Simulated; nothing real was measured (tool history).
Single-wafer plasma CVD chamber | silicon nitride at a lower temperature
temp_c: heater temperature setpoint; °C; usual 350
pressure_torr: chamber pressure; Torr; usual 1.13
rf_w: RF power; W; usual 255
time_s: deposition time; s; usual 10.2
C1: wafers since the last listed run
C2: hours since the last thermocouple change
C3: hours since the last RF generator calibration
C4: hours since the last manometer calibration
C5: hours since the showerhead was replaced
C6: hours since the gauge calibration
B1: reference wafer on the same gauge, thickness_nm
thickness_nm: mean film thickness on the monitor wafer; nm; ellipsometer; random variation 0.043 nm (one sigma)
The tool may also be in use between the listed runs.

{"run": 1, "hour": 0.0, "temp_c": 350, "pressure_torr": 1.13, "rf_w": 255, "time_s": 10.2, "C1": 0, "C2": 84.0, "C3": 487.5, "C4": 1149.9, "C5": 5826.7, "C6": 2057.7, "B1": 12.212, "thickness_nm": 10.607}
{"run": 2, "hour": 286.3, "temp_c": 350, "pressure_torr": 1.13, "rf_w": 255, "time_s": 10.2, "C1": 9063, "C2": 370.3, "C3": 773.8, "C4": 1436.2, "C5": 6113.0, "C6": 2344.0, "B1": 12.206, "thickness_nm": 10.534}
{"run": 3, "hour": 374.0, "temp_c": 350, "pressure_torr": 1.13, "rf_w": 255, "time_s": 10.2, "C1": 2776, "C2": 458.0, "C3": 861.5, "C4": 1523.9, "C5": 6200.7, "C6": 2431.7, "B1": 12.204, "thickness_nm": 10.623}
{"run": 4, "hour": 420.1, "temp_c": 350, "pressure_torr": 1.13, "rf_w": 285, "time_s": 10.2, "C1": 1459, "C2": 504.1, "C3": 907.6, "C4": 1570.0, "C5": 6246.8, "C6": 2477.8, "B1": 12.207, "thickness_nm": 11.696}
{"run": 5, "hour": 502.2, "temp_c": 350, "pressure_torr": 1.13, "rf_w": 285, "time_s": 10.2, "C1": 2598, "C2": 586.2, "C3": 989.7, "C4": 1652.1, "C5": 6328.9, "C6": 2559.9, "B1": 12.192, "thickness_nm": 11.716}
{"hour": 649.6, "done": "RF generator calibrated"}
{"run": 6, "hour": 716.0, "temp_c": 343, "pressure_torr": 0.95, "rf_w": 255, "time_s": 10.2, "C1": 6514, "C2": 800.0, "C3": 66.4, "C4": 1865.9, "C5": 6542.7, "C6": 2773.7, "B1": 12.202, "thickness_nm": 9.663}
{"run": 7, "hour": 761.6, "temp_c": 350, "pressure_torr": 1.13, "rf_w": 255, "time_s": 10.2, "C1": 1443, "C2": 845.6, "C3": 112.0, "C4": 1911.5, "C5": 6588.3, "C6": 2819.3, "B1": 12.191, "thickness_nm": 10.593}
{"run": 8, "hour": 855.7, "temp_c": 350, "pressure_torr": 1.13, "rf_w": 255, "time_s": 10.2, "C1": 2978, "C2": 939.7, "C3": 206.1, "C4": 2005.6, "C5": 6682.4, "C6": 2913.4, "B1": 12.183, "thickness_nm": 10.565}
{"run": 9, "hour": 950.9, "temp_c": 350, "pressure_torr": 1.13, "rf_w": 255, "time_s": 10.2, "C1": 3013, "C2": 1034.9, "C3": 301.3, "C4": 2100.8, "C5": 6777.6, "C6": 3008.6, "B1": 12.189, "thickness_nm": 10.573}
{"hour": 978.1, "done": "capacitance manometer re-zeroed and calibrated"}
{"run": 10, "hour": 1045.3, "temp_c": 350, "pressure_torr": 1.3, "rf_w": 255, "time_s": 8.2, "C1": 2735, "C2": 1129.3, "C3": 395.7, "C4": 67.2, "C5": 6872.0, "C6": 3103.0, "B1": 12.21, "thickness_nm": 9.056}
{"hour": 1083.8, "done": "showerhead replaced"}
{"run": 11, "hour": 1152.3, "temp_c": 350, "pressure_torr": 1.13, "rf_w": 255, "time_s": 10.2, "C1": 3133, "C2": 1236.3, "C3": 502.7, "C4": 174.2, "C5": 68.5, "C6": 3210.0, "B1": 12.189, "thickness_nm": 10.617}
{"run": 12, "hour": 1209.0, "temp_c": 355, "pressure_torr": 1.13, "rf_w": 255, "time_s": 10.2, "C1": 1794, "C2": 1293.0, "C3": 559.4, "C4": 230.9, "C5": 125.2, "C6": 3266.7, "B1": 12.188, "thickness_nm": 10.576}
{"run": 13, "hour": 1267.2, "temp_c": 350, "pressure_torr": 1.13, "rf_w": 280, "time_s": 10.2, "C1": 1842, "C2": 1351.2, "C3": 617.6, "C4": 289.1, "C5": 183.4, "C6": 3324.9, "B1": 12.178, "thickness_nm": 11.57}
{"run": 14, "hour": 1343.1, "temp_c": 350, "pressure_torr": 1.13, "rf_w": 280, "time_s": 10.2, "C1": 2402, "C2": 1427.1, "C3": 693.5, "C4": 365.0, "C5": 259.3, "C6": 3400.8, "B1": 12.205, "thickness_nm": 11.521}
{"run": 15, "hour": 1447.4, "temp_c": 365, "pressure_torr": 1.13, "rf_w": 255, "time_s": 11.9, "C1": 3301, "C2": 1531.4, "C3": 797.8, "C4": 469.3, "C5": 363.6, "C6": 3505.1, "B1": 12.168, "thickness_nm": 12.287}
{"run": 16, "hour": 1505.1, "temp_c": 350, "pressure_torr": 1.13, "rf_w": 225, "time_s": 10.2, "C1": 1826, "C2": 1589.1, "C3": 855.5, "C4": 527.0, "C5": 421.3, "C6": 3562.8, "B1": 12.187, "thickness_nm": 9.338}
{"run": 17, "hour": 1596.3, "temp_c": 365, "pressure_torr": 1.13, "rf_w": 205, "time_s": 10.2, "C1": 2887, "C2": 1680.3, "C3": 946.7, "C4": 618.2, "C5": 512.5, "C6": 3654.0, "B1": 12.161, "thickness_nm": 8.371}
{"run": 18, "hour": 1690.7, "temp_c": 357, "pressure_torr": 1.13, "rf_w": 280, "time_s": 11.4, "C1": 2988, "C2": 1774.7, "C3": 1041.1, "C4": 712.6, "C5": 606.9, "C6": 3748.4, "B1": 12.191, "thickness_nm": 12.921}
{"hour": 1733.5, "done": "RF generator calibrated"}
{"hour": 1734.2, "done": "gauge calibrated"}
{"run": 19, "hour": 1784.4, "temp_c": 346, "pressure_torr": 1.37, "rf_w": 225, "time_s": 10.2, "C1": 2712, "C2": 1868.4, "C3": 50.9, "C4": 806.3, "C5": 700.6, "C6": 50.2, "B1": 12.489, "thickness_nm": 10.365}
{"hour": 1793.0, "done": "thermocouple changed; heater temperature recalibrated"}
{"run": 20, "hour": 1842.8, "temp_c": 361, "pressure_torr": 0.89, "rf_w": 205, "time_s": 10.2, "C1": 1595, "C2": 49.8, "C3": 109.3, "C4": 864.7, "C5": 759.0, "C6": 108.6, "B1": 12.489, "thickness_nm": 7.621}
{"run": 21, "hour": 1893.1, "temp_c": 364, "pressure_torr": 1.13, "rf_w": 300, "time_s": 10.2, "C1": 1592, "C2": 100.1, "C3": 159.6, "C4": 915.0, "C5": 809.3, "C6": 158.9, "B1": 12.46, "thickness_nm": 12.5}
{"run": 22, "hour": 1964.9, "temp_c": 350, "pressure_torr": 1.0, "rf_w": 255, "time_s": 12.1, "C1": 2272, "C2": 171.9, "C3": 231.4, "C4": 986.8, "C5": 881.1, "C6": 230.7, "B1": 12.439, "thickness_nm": 12.059}
{"run": 23, "hour": 2039.3, "temp_c": 350, "pressure_torr": 1.13, "rf_w": 285, "time_s": 8.2, "C1": 2355, "C2": 246.3, "C3": 305.8, "C4": 1061.2, "C5": 955.5, "C6": 305.1, "B1": 12.423, "thickness_nm": 9.679}
{"run": 24, "hour": 2079.5, "temp_c": 364, "pressure_torr": 1.13, "rf_w": 255, "time_s": 8.9, "C1": 1272, "C2": 286.5, "C3": 346.0, "C4": 1101.4, "C5": 995.7, "C6": 345.3, "B1": 12.429, "thickness_nm": 9.37}
{"run": 25, "hour": 2155.6, "temp_c": 350, "pressure_torr": 1.13, "rf_w": 255, "time_s": 10.2, "C1": 2409, "C2": 362.6, "C3": 422.1, "C4": 1177.5, "C5": 1071.8, "C6": 421.4, "B1": 12.397, "thickness_nm": 10.693}
{"run": 26, "hour": 2224.2, "temp_c": 350, "pressure_torr": 1.13, "rf_w": 255, "time_s": 10.2, "C1": 2171, "C2": 431.2, "C3": 490.7, "C4": 1246.1, "C5": 1140.4, "C6": 490.0, "B1": 12.391, "thickness_nm": 10.814}
{"run": 27, "hour": 2296.5, "temp_c": 344, "pressure_torr": 1.13, "rf_w": 255, "time_s": 10.2, "C1": 2288, "C2": 503.5, "C3": 563.0, "C4": 1318.4, "C5": 1212.7, "C6": 562.3, "B1": 12.361, "thickness_nm": 10.779}
{"run": 28, "hour": 2363.0, "temp_c": 350, "pressure_torr": 1.13, "rf_w": 255, "time_s": 10.2, "C1": 2105, "C2": 570.0, "C3": 629.5, "C4": 1384.9, "C5": 1279.2, "C6": 628.8, "B1": 12.354, "thickness_nm": 10.716}
{"run": 29, "hour": 2459.5, "temp_c": 350, "pressure_torr": 1.13, "rf_w": 255, "time_s": 10.2, "C1": 3054, "C2": 666.5, "C3": 726.0, "C4": 1481.4, "C5": 1375.7, "C6": 725.3, "B1": 12.362, "thickness_nm": 10.674}

3 ways to go on from here, each from the tool as it stands after run 29. What would each give?
{"run": "A", "hour": 2459.9, "temp_c": 350, "pressure_torr": 1.13, "rf_w": 255, "time_s": 10.2, "C1": 12, "C2": 666.9, "C3": 726.4, "C4": 1481.8, "C5": 1376.1, "C6": 725.7, "B1": "?", "thickness_nm": "?"}
{"run": "B", "hour": 2459.9, "temp_c": 350, "pressure_torr": 1.13, "rf_w": 290, "time_s": 12.0, "C1": 12, "C2": 666.9, "C3": 726.4, "C4": 1481.8, "C5": 1376.1, "C6": 725.7, "B1": "?", "thickness_nm": "?"}
{"run": "C", "hour": 2459.9, "temp_c": 350, "pressure_torr": 1.06, "rf_w": 295, "time_s": 10.2, "C1": 12, "C2": 666.9, "C3": 726.4, "C4": 1481.8, "C5": 1376.1, "C6": 725.7, "B1": "?", "thickness_nm": "?"}

run=A B1=12.372 thickness_nm=10.655
run=B B1=12.372 thickness_nm=14.118
run=C B1=12.372 thickness_nm=11.820
Without the tool's hidden state the same runs would have given:
run=A thickness_nm=10.787
run=B thickness_nm=14.293
run=C thickness_nm=11.967
